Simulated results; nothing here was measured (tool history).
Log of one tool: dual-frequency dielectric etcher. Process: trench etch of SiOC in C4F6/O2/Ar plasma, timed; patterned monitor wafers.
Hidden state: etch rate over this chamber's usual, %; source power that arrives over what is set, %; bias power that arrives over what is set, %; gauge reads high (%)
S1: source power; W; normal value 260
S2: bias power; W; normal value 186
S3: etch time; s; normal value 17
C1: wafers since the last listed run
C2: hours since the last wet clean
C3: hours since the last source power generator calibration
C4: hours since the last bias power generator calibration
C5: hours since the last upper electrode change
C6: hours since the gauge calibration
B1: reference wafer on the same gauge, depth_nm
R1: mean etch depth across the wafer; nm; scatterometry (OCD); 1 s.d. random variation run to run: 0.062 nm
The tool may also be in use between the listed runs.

run     day   S1   S2    S3    C1     C2      C3      C4      C5      C6     B1     R1
  1       0  210  186    17     0   29.7    2665  1646.9  3223.5   695.4  29.81  25.77
  2   8.767  210  186    17  4426  240.1  2875.4  1857.3  3433.9   905.8  29.81  25.83
  3  12.142  210  186    17  1704  321.1  2956.4  1938.3  3514.9   986.8   29.8  25.74
  4    14.7  260  186    17  1291  382.5  3017.8  1999.7  3576.3  1048.2   29.8  29.68
     17.775  -- gauge calibrated
  5  18.729  260  186    17  2034  479.2  3114.5  2096.4    3673    22.9  29.81  29.75
     20.596  -- bias power generator calibrated
  6  21.312  260  186    17  1220  541.2  3176.5    17.2    3735    84.9  29.81  29.74
     23.312  -- wet clean of the chamber
  7  23.879  260  186    15   791   13.6  3238.1    78.8  3796.6   146.5  29.81  26.21
     24.138  -- source power generator calibrated
  8  28.367  260  186    15  2181  121.3   101.5   186.5  3904.3   254.2  29.79  26.21
  9  30.746  210  186    17  1201  178.4   158.6   243.6  3961.4   311.3  29.81  25.83
 10  33.917  260  227    20  1601  254.5   234.7   319.7  4037.5   387.4  29.81  38.81
     36.758  -- upper electrode replaced
 11  36.779  220  216  18.5   940  323.2   303.4   388.4     0.5   456.1   29.8  31.43
 12  38.312  230  161  12.5   774    360   340.2   425.2    37.3   492.9   29.8  18.68
 13  39.867  260  227    20   784  397.3   377.5   462.5    74.6   530.2   29.8  38.78
     44.583  -- wet clean of the chamber
 14  44.604  210  186    17  1887    0.5   491.2   576.2   188.3   643.9   29.8  25.83
 15  47.775  260  223    20  1601   76.6   567.3   652.3   264.4     720   29.8   38.4
 16  49.925  260  204    17  1085  128.2   618.9   703.9     316   771.6   29.8  31.15
 17  51.892  260  153    17   993  175.4   666.1   751.1   363.2   818.8  29.79  26.77

What differs in the tool's unlogged condition from the final listed run ahead of each entry between runs to the first listed run following it?
In the gap between runs 4 and 5: gauge calibrated (day 17.775)
  no hidden state differs between the two runs
In the gap between runs 5 and 6: bias power generator calibrated (day 20.596)
  no hidden state differs between the two runs
In the gap between runs 6 and 7: wet clean of the chamber (day 23.312)
  no hidden state differs between the two runs
In the gap between runs 7 and 8: source power generator calibrated (day 24.138)
  no hidden state differs between the two runs
In the gap between runs 10 and 11: upper electrode replaced (day 36.758)
  no hidden state differs between the two runs
In the gap between runs 13 and 14: wet clean of the chamber (day 44.583)
  no hidden state differs between the two runs
